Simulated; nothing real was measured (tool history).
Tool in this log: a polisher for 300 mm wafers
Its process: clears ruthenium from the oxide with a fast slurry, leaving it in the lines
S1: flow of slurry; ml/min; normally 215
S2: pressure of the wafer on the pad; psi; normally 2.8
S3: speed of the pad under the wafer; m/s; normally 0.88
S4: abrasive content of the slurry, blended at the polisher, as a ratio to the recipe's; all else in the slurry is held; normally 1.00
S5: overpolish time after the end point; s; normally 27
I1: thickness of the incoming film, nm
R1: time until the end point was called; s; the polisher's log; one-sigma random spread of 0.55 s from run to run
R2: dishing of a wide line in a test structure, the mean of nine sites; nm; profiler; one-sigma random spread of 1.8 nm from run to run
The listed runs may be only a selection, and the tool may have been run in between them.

Run 1, day 0.000: usual settings; I1 247.6. Result: R1 61.5 s, R2 85.3 nm.
Run 2, day 2.929: usual settings; I1 250.4. Result: R1 62.4 s, R2 81.8 nm.
Run 3, day 4.250: usual settings; I1 249.9. Result: R1 62.6 s, R2 86.8 nm.
At day 5.562: worn pad replaced by a new one.
Run 4, day 6.458: usual settings; I1 252.0. Result: R1 63.4 s, R2 86.0 nm.
At day 7.250: head pressure recalibrated.
At day 8.538: slurry nozzle cleaned.
Run 5, day 8.975: usual settings; I1 249.4. Result: R1 61.8 s, R2 81.6 nm.
Run 6, day 11.671: usual settings but S1 195 ml/min, S2 3.4 psi; I1 248.3. Result: R1 52.6 s, R2 94.6 nm.
Run 7, day 13.721: usual settings but S1 195 ml/min, S2 3.4 psi; I1 248.3. Result: R1 51.7 s, R2 100.8 nm.
Run 8, day 15.800: usual settings; I1 249.3. Result: R1 62.5 s, R2 83.7 nm.
At day 16.908: slurry blender recalibrated.
At day 17.042: worn pad replaced by a new one.
Run 9, day 18.496: usual settings; I1 252.0. Result: R1 62.8 s, R2 86.1 nm.
Run 10, day 20.346: usual settings; I1 250.7. Result: R1 62.3 s, R2 84.0 nm.
Run 11, day 21.650: usual settings; I1 251.4. Result: R1 63.6 s, R2 86.2 nm.
At day 21.792: head pressure recalibrated.
Run 12, day 23.092: usual settings; I1 247.9. Result: R1 62.7 s, R2 81.9 nm.
Run 13, day 25.604: usual settings; I1 245.6. Result: R1 61.9 s, R2 83.3 nm.
Run 14, day 26.875: usual settings; I1 249.6. Result: R1 63.1 s, R2 81.5 nm.
Run 15, day 27.892: usual settings but S2 3.4 psi, S3 0.74 m/s; I1 248.1. Result: R1 61.2 s, R2 83.9 nm.
At day 29.254: worn pad replaced by a new one.
Run 16, day 30.029: usual settings but S1 280 ml/min; I1 251.3. Result: R1 61.0 s, R2 86.6 nm.
At day 31.546: slurry nozzle cleaned.
Run 17, day 32.538: usual settings; I1 251.5. Result: R1 63.8 s, R2 87.4 nm.
Run 18, day 33.846: usual settings but S2 3.5 psi; I1 252.7. Result: R1 51.4 s, R2 98.6 nm.
Run 19, day 36.329: usual settings but S1 165 ml/min, S2 3.1 psi, S4 0.90, S5 16 s; I1 247.0. Result: R1 59.8 s, R2 56.7 nm.
At day 38.479: head pressure recalibrated.
At day 38.596: slurry blender recalibrated.
Run 20, day 39.325: usual settings but S3 0.68 m/s, S4 1.15; I1 252.1. Result: R1 77.7 s, R2 71.4 nm.
At day 40.804: worn pad replaced by a new one.
Run 21, day 42.058: usual settings but S1 155 ml/min, S2 2.1 psi, S3 0.62 m/s, S4 0.75; I1 248.3. Result: R1 133.6 s, R2 42.8 nm.
Run 22, day 47.225: usual settings but S3 1.16 m/s; I1 246.0. Result: R1 48.0 s, R2 106.3 nm.
Run 23, day 48.725: usual settings but S4 1.10; I1 248.2. Result: R1 61.7 s, R2 85.9 nm.
Run 24, day 49.779: usual settings; I1 250.6. Result: R1 62.9 s, R2 81.8 nm.
At day 51.342: worn pad replaced by a new one.
At day 51.538: slurry nozzle cleaned.
Run 25, day 52.638: usual settings but S4 1.30; I1 249.0. Result: R1 59.2 s, R2 88.5 nm.
Run 26, day 53.812: usual settings; I1 246.5. Result: R1 61.9 s, R2 80.4 nm.
At day 54.038: head pressure recalibrated.
Run 27, day 55.000: usual settings; I1 249.1. Result: R1 62.5 s, R2 79.5 nm.

What if the next run were any one of these 4? Each begins from the tool's condition after run 27:
Run A, day 55.021: usual settings; I1 248.8. Result: R1 ?, R2 ?.
Run B, day 55.021: usual settings but S1 165 ml/min, S2 1.9 psi, S3 0.70 m/s, S4 0.85; I1 248.8. Result: R1 ?, R2 ?.
Run C, day 55.021: usual settings but S1 285 ml/min, S5 13 s; I1 248.8. Result: R1 ?, R2 ?.
Run D, day 55.021: usual settings but S2 3.4 psi, S3 0.58 m/s, S4 1.10, S5 19 s; I1 248.8. Result: R1 ?, R2 ?.

run     R1    R2
  A   61.8  82.8
  B  123.7  44.7
  C   59.8  44.6
  D   75.5  51.0
Without the tool's hidden state the same runs would have given:
run     R1    R2
  A   61.8  82.8
  B  123.7  44.7
  C   59.8  44.6
  D   75.5  51.0
